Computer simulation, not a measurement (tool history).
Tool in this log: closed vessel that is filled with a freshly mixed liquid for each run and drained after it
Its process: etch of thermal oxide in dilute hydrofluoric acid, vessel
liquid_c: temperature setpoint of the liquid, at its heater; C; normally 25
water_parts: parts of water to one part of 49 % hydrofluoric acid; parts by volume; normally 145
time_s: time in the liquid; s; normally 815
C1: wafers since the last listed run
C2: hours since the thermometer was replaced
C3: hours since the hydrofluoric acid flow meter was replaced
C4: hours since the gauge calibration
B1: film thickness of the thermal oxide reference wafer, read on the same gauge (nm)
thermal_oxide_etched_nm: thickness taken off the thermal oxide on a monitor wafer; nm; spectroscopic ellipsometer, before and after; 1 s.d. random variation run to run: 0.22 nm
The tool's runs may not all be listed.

{"run": 1, "hour": 0.0, "liquid_c": 28, "water_parts": 145, "time_s": 815, "C1": 0, "C2": 1376.6, "C3": 1151.5, "C4": 580.9, "B1": 89.99, "thermal_oxide_etched_nm": 23.94}
{"run": 2, "hour": 69.1, "liquid_c": 28, "water_parts": 145, "time_s": 815, "C1": 4106, "C2": 1445.7, "C3": 1220.6, "C4": 650, "B1": 89.97, "thermal_oxide_etched_nm": 23.67}
{"run": 3, "hour": 94.8, "liquid_c": 25, "water_parts": 145, "time_s": 815, "C1": 1527, "C2": 1471.4, "C3": 1246.3, "C4": 675.7, "B1": 89.96, "thermal_oxide_etched_nm": 21.01}
{"run": 4, "hour": 146.5, "liquid_c": 25, "water_parts": 145, "time_s": 815, "C1": 3072, "C2": 1523.1, "C3": 1298, "C4": 727.4, "B1": 90, "thermal_oxide_etched_nm": 20.88}
{"run": 5, "hour": 188.8, "liquid_c": 25, "water_parts": 145, "time_s": 815, "C1": 2514, "C2": 1565.4, "C3": 1340.3, "C4": 769.7, "B1": 90.02, "thermal_oxide_etched_nm": 20.64}
{"run": 6, "hour": 315.8, "liquid_c": 25, "water_parts": 180, "time_s": 920, "C1": 7548, "C2": 1692.4, "C3": 1467.3, "C4": 896.7, "B1": 89.99, "thermal_oxide_etched_nm": 17.9}
{"run": 7, "hour": 364.8, "liquid_c": 25, "water_parts": 145, "time_s": 815, "C1": 2912, "C2": 1741.4, "C3": 1516.3, "C4": 945.7, "B1": 89.97, "thermal_oxide_etched_nm": 20.4}
{"run": 8, "hour": 417.1, "liquid_c": 25, "water_parts": 145, "time_s": 815, "C1": 3108, "C2": 1793.7, "C3": 1568.6, "C4": 998, "B1": 90.01, "thermal_oxide_etched_nm": 20.01}
{"run": 9, "hour": 469.9, "liquid_c": 25, "water_parts": 145, "time_s": 815, "C1": 3138, "C2": 1846.5, "C3": 1621.4, "C4": 1050.8, "B1": 90, "thermal_oxide_etched_nm": 19.76}
{"hour": 471.7, "done": "hydrofluoric acid flow meter replaced"}
{"hour": 481.7, "done": "thermometer replaced"}
{"run": 10, "hour": 523.4, "liquid_c": 26.5, "water_parts": 165, "time_s": 1045, "C1": 3060, "C2": 41.7, "C3": 51.7, "C4": 1104.3, "B1": 90.02, "thermal_oxide_etched_nm": 27.36}
{"hour": 540.9, "done": "gauge calibrated"}
{"run": 11, "hour": 573.0, "liquid_c": 25, "water_parts": 145, "time_s": 815, "C1": 2948, "C2": 91.3, "C3": 101.3, "C4": 32.1, "B1": 90.03, "thermal_oxide_etched_nm": 24.24}
{"run": 12, "hour": 612.0, "liquid_c": 22, "water_parts": 85, "time_s": 1045, "C1": 2317, "C2": 130.3, "C3": 140.3, "C4": 71.1, "B1": 89.98, "thermal_oxide_etched_nm": 49.85}
{"run": 13, "hour": 644.9, "liquid_c": 22, "water_parts": 165, "time_s": 485, "C1": 1955, "C2": 163.2, "C3": 173.2, "C4": 104, "B1": 89.98, "thermal_oxide_etched_nm": 10.8}
{"run": 14, "hour": 673.4, "liquid_c": 25, "water_parts": 145, "time_s": 815, "C1": 1693, "C2": 191.7, "C3": 201.7, "C4": 132.5, "B1": 90, "thermal_oxide_etched_nm": 23.36}
{"run": 15, "hour": 732.0, "liquid_c": 22, "water_parts": 145, "time_s": 1000, "C1": 3482, "C2": 250.3, "C3": 260.3, "C4": 191.1, "B1": 90.04, "thermal_oxide_etched_nm": 25.85}
{"run": 16, "hour": 799.3, "liquid_c": 25, "water_parts": 105, "time_s": 815, "C1": 4000, "C2": 317.6, "C3": 327.6, "C4": 258.4, "B1": 89.99, "thermal_oxide_etched_nm": 34.17}
{"run": 17, "hour": 842.3, "liquid_c": 23, "water_parts": 200, "time_s": 815, "C1": 2555, "C2": 360.6, "C3": 370.6, "C4": 301.4, "B1": 90, "thermal_oxide_etched_nm": 14.92}
{"run": 18, "hour": 1038.9, "liquid_c": 21, "water_parts": 110, "time_s": 545, "C1": 11685, "C2": 557.2, "C3": 567.2, "C4": 498, "B1": 90.03, "thermal_oxide_etched_nm": 17.95}

Estimate the outcome of run 19 from the log above:
{"run": 19, "hour": 1094.3, "liquid_c": 29.5, "water_parts": 110, "time_s": 815, "C1": 3292, "C2": 612.6, "C3": 622.6, "C4": 553.4, "B1": "?", "thermal_oxide_etched_nm": "?"}

{"run 19": {"B1": 90.01, "thermal_oxide_etched_nm": 37.42}}
Take away the tool's hidden state, keep the run-to-run variation as it was, and the same run would have given thermal_oxide_etched_nm 40.07 nm.

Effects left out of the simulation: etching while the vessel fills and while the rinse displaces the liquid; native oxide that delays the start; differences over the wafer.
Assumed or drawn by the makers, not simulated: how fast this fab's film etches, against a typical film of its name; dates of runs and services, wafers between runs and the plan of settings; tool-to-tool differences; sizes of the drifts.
